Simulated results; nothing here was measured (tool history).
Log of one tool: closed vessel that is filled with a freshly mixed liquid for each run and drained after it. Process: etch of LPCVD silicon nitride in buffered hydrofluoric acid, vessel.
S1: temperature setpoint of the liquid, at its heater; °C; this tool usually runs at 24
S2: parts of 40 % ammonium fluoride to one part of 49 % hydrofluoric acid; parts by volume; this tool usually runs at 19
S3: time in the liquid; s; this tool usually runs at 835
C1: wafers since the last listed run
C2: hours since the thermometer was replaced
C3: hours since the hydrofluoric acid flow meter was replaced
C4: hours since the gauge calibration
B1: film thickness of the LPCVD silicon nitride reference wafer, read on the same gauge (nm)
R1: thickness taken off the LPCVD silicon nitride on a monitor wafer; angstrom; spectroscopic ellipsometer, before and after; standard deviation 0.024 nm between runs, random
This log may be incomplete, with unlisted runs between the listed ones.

Run 1, day 0: usual settings but S1 20.5 °C; C1 0; C2 704.8; C3 1944.1; C4 567.8; B1 129.99. Result: R1 40.3 angstrom.
Run 2, day 1.325: usual settings but S1 20.5 °C; C1 2148; C2 736.6; C3 1975.9; C4 599.6; B1 130.02. Result: R1 40.2 angstrom.
Run 3, day 2.308: usual settings but S2 24 parts by volume; C1 1594; C2 760.2; C3 1999.5; C4 623.2; B1 130.01. Result: R1 41.8 angstrom.
Run 4, day 2.838: usual settings but S2 24 parts by volume; C1 857; C2 772.9; C3 2012.2; C4 635.9; B1 129.99. Result: R1 41.5 angstrom.
Run 5, day 3.542: usual settings but S2 24 parts by volume; C1 1141; C2 789.8; C3 2029.1; C4 652.8; B1 129.99. Result: R1 41.7 angstrom.
Run 6, day 4.933: usual settings; C1 2256; C2 823.2; C3 2062.5; C4 686.2; B1 130.02. Result: R1 49 angstrom.
Run 7, day 6.308: usual settings; C1 2229; C2 856.2; C3 2095.5; C4 719.2; B1 130.01. Result: R1 49.2 angstrom.
Run 8, day 7.046: usual settings; C1 1195; C2 873.9; C3 2113.2; C4 736.9; B1 130.02. Result: R1 48.2 angstrom.
At day 7.354: gauge calibrated.
Run 9, day 8.479: usual settings; C1 2323; C2 908.3; C3 2147.6; C4 27; B1 130. Result: R1 48.2 angstrom.
Run 10, day 9.304: usual settings; C1 1337; C2 928.1; C3 2167.4; C4 46.8; B1 130. Result: R1 48.4 angstrom.
Run 11, day 10.338: usual settings but S3 1045 s; C1 1675; C2 952.9; C3 2192.2; C4 71.6; B1 129.99. Result: R1 60.2 angstrom.
Run 12, day 11.075: usual settings but S1 21 °C, S2 22 parts by volume, S3 1060 s; C1 1195; C2 970.6; C3 2209.9; C4 89.3; B1 129.99. Result: R1 46.7 angstrom.
Run 13, day 12.517: usual settings but S1 29 °C, S2 14 parts by volume, S3 1035 s; C1 2337; C2 1005.2; C3 2244.5; C4 123.9; B1 130.01. Result: R1 103.4 angstrom.
Run 14, day 13.958: usual settings; C1 2337; C2 1039.8; C3 2279.1; C4 158.5; B1 129.99. Result: R1 47.7 angstrom.
At day 14.375: hydrofluoric acid flow meter replaced.
Run 15, day 14.758: usual settings; C1 1229; C2 1059; C3 9.2; C4 177.7; B1 129.98. Result: R1 53.1 angstrom.
At day 15.271: thermometer replaced.
Run 16, day 16.121: usual settings but S2 26 parts by volume, S3 1005 s; C1 2141; C2 20.4; C3 41.9; C4 210.4; B1 129.99. Result: R1 51.8 angstrom.
Run 17, day 16.8: usual settings but S3 1230 s; C1 1101; C2 36.7; C3 58.2; C4 226.7; B1 130.01. Result: R1 79.8 angstrom.
Run 18, day 17.55: usual settings but S1 27.5 °C, S2 12 parts by volume, S3 455 s; C1 1215; C2 54.7; C3 76.2; C4 244.7; B1 129.99. Result: R1 55.7 angstrom.
Run 19, day 18.192: usual settings but S1 29 °C, S2 26 parts by volume, S3 1220 s; C1 1040; C2 70.1; C3 91.6; C4 260.1; B1 129.99. Result: R1 81.6 angstrom.
Run 20, day 18.704: usual settings but S1 20.5 °C; C1 830; C2 82.4; C3 103.9; C4 272.4; B1 129.97. Result: R1 44.5 angstrom.
Run 21, day 19.533: usual settings; C1 1344; C2 102.3; C3 123.8; C4 292.3; B1 129.98. Result: R1 54.1 angstrom.
Run 22, day 20.421: usual settings but S1 25.5 °C; C1 1438; C2 123.6; C3 145.1; C4 313.6; B1 129.99. Result: R1 58.3 angstrom.
Run 23, day 21.654: usual settings but S3 570 s; C1 1999; C2 153.2; C3 174.7; C4 343.2; B1 129.98. Result: R1 36.7 angstrom.
Run 24, day 23.029: usual settings but S2 22.5 parts by volume; C1 2229; C2 186.2; C3 207.7; C4 376.2; B1 130.02. Result: R1 47.4 angstrom.
Run 25, day 24.038: usual settings but S1 28.5 °C; C1 1634; C2 210.4; C3 231.9; C4 400.4; B1 130.03. Result: R1 68.4 angstrom.
Run 26, day 24.608: usual settings but S1 28.5 °C; C1 925; C2 224.1; C3 245.6; C4 414.1; B1 130.01. Result: R1 67.6 angstrom.
Run 27, day 25.342: usual settings but S1 20 °C, S2 15.5 parts by volume, S3 570 s; C1 1188; C2 241.7; C3 263.2; C4 431.7; B1 130. Result: R1 35.8 angstrom.
Run 28, day 26.658: usual settings but S2 16 parts by volume; C1 2134; C2 273.3; C3 294.8; C4 463.3; B1 130.01. Result: R1 63.5 angstrom.
Run 29, day 27.829: usual settings but S1 25.5 °C, S2 11.5 parts by volume, S3 1230 s; C1 1898; C2 301.4; C3 322.9; C4 491.4; B1 129.99. Result: R1 139 angstrom.
Run 30, day 28.912: usual settings; C1 1756; C2 327.4; C3 348.9; C4 517.4; B1 130.01. Result: R1 53.1 angstrom.
Run 31, day 30.383: usual settings but S1 27 °C, S2 21 parts by volume, S3 1085 s; C1 2384; C2 362.7; C3 384.2; C4 552.7; B1 129.98. Result: R1 74.7 angstrom.

Consider 5 possible next runs. They are alternatives, not a sequence: every one starts from the tool as it was left by run 31. What does each give?
Run A, day 30.421: usual settings but S2 14 parts by volume; C1 60; C2 363.6; C3 385.1; C4 553.6; B1 ?. Result: R1 ?.
Run B, day 30.421: usual settings but S1 20.5 °C, S2 23 parts by volume; C1 60; C2 363.6; C3 385.1; C4 553.6; B1 ?. Result: R1 ?.
Run C, day 30.421: usual settings but S3 980 s; C1 60; C2 363.6; C3 385.1; C4 553.6; B1 ?. Result: R1 ?.
Run D, day 30.421: usual settings but S1 22 °C, S3 1090 s; C1 60; C2 363.6; C3 385.1; C4 553.6; B1 ?. Result: R1 ?.
Run E, day 30.421: usual settings but S1 28.5 °C, S2 12.5 parts by volume, S3 555 s; C1 60; C2 363.6; C3 385.1; C4 553.6; B1 ?. Result: R1 ?.

run      B1    R1
  A  130.01  71.2
  B  130.01  37.7
  C  130.01  61.9
  D  130.01  61.6
  E  130.01  67.4
Had the tool no hidden state, the same runs would have come out as:
run    R1
  A  73.5
  B  38.7
  C  63.9
  D  63.6
  E  69.5
